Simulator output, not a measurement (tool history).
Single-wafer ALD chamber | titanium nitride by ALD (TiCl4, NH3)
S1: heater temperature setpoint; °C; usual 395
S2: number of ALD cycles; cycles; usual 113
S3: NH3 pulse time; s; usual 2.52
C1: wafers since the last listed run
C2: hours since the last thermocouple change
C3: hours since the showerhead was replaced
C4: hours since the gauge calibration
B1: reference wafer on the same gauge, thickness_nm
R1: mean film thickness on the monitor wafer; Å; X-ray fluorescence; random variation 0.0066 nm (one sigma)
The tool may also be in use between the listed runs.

run	hour	S1	S2	S3	C1	C2	C3	C4	B1	R1
1	0	395	113	2.52	0	659.5	6485.4	877.4	3.079	26.5
2	98.8	395	113	2.52	215	758.3	6584.2	976.2	3.079	26.58
3	155.8	395	113	2.52	124	815.3	6641.2	1033.2	3.085	26.59
4	196.4	395	113	2.52	88	855.9	6681.8	1073.8	3.084	26.63
5	264	395	113	2.52	147	923.5	6749.4	1141.4	3.084	26.68
6	369	395	113	2.52	229	1028.5	6854.4	1246.4	3.087	26.64
7	433.4	395	113	2.52	140	1092.9	6918.8	1310.8	3.09	26.55
8	534.3	395	113	2.52	220	1193.8	7019.7	1411.7	3.095	26.65
9	627	395	113	2.52	202	1286.5	7112.4	1504.4	3.095	26.77
10	734.3	395	113	2.52	234	1393.8	7219.7	1611.7	3.099	26.73
# hour 777.9: showerhead replaced
11	838.7	395	113	2.52	210	1498.2	60.8	1716.1	3.097	26.72
12	909.1	395	113	2.52	153	1568.6	131.2	1786.5	3.106	26.68
13	999.7	395	113	2.52	197	1659.2	221.8	1877.1	3.106	26.81
14	1070.7	395	113	2.52	155	1730.2	292.8	1948.1	3.107	26.86
# hour 1187.9: thermocouple changed; heater temperature recalibrated
15	1205.6	395	113	2.52	277	17.7	427.7	2083	3.113	26.82
16	1246.2	382	113	1.54	88	58.3	468.3	2123.6	3.115	26.13
17	1322.5	408	113	3.04	166	134.6	544.6	2199.9	3.114	27.14
18	1387.6	395	113	2.52	142	199.7	609.7	2265	3.116	26.85
19	1470.7	403	104	2.52	181	282.8	692.8	2348.1	3.119	24.97
20	1553.7	395	113	2.52	181	365.8	775.8	2431.1	3.122	26.93
21	1594.3	406	127	1.74	88	406.4	816.4	2471.7	3.124	30.02
22	1713	402	128	2.11	259	525.1	935.1	2590.4	3.128	30.59
23	1785.3	395	113	3	157	597.4	1007.4	2662.7	3.13	27.11
24	1832.1	395	113	2.52	102	644.2	1054.2	2709.5	3.128	27.05
25	1886.6	385	99	3.4	119	698.7	1108.7	2764	3.131	23.6
# hour 1986.9: gauge calibrated
26	2169.6	406	133	2.52	618	981.7	1391.7	182.7	3.079	31.4
27	2254.9	395	113	2.52	186	1067	1477	268	3.082	26.43
28	2316.4	395	113	2.52	134	1128.5	1538.5	329.5	3.084	26.62
29	2380.8	395	105	1.92	140	1192.9	1602.9	393.9	3.082	24.48
30	2441.3	389	113	2.52	132	1253.4	1663.4	454.4	3.085	26.43
31	2483.7	401	98	3.44	92	1295.8	1705.8	496.8	3.087	23.43
32	2664.7	395	113	2.52	395	1476.8	1886.8	677.8	3.093	26.7
33	2707.4	395	113	2.52	93	1519.5	1929.5	720.5	3.097	26.81
34	2806.1	395	113	2.52	215	1618.2	2028.2	819.2	3.096	26.68
35	2864.8	395	113	2.52	128	1676.9	2086.9	877.9	3.1	26.76
36	2956.2	395	99	2.83	199	1768.3	2178.3	969.3	3.105	23.46
# hour 3042.2: thermocouple changed; heater temperature recalibrated
37	3090.6	408	90	3.14	276	48.4	2312.7	1103.7	3.105	21.54
38	3146.4	407	113	1.62	121	104.2	2368.5	1159.5	3.106	26.75

The same runs without the tool's hidden state, with the same run-to-run variation:
The hidden state here: wafer temperature above the value expected at the setpoint (K); gauge reads high (%).
run	R1
1	26.43
2	26.49
3	26.48
4	26.52
5	26.55
6	26.48
7	26.38
8	26.45
9	26.55
10	26.49
11	26.44
12	26.39
13	26.5
14	26.53
15	26.46
16	25.76
17	26.74
18	26.44
19	24.57
20	26.48
21	29.51
22	30.04
23	26.6
24	26.53
25	23.13
26	31.3
27	26.32
28	26.5
29	24.35
30	26.29
31	23.29
32	26.49
33	26.6
34	26.44
35	26.51
36	23.21
37	21.29
38	26.42

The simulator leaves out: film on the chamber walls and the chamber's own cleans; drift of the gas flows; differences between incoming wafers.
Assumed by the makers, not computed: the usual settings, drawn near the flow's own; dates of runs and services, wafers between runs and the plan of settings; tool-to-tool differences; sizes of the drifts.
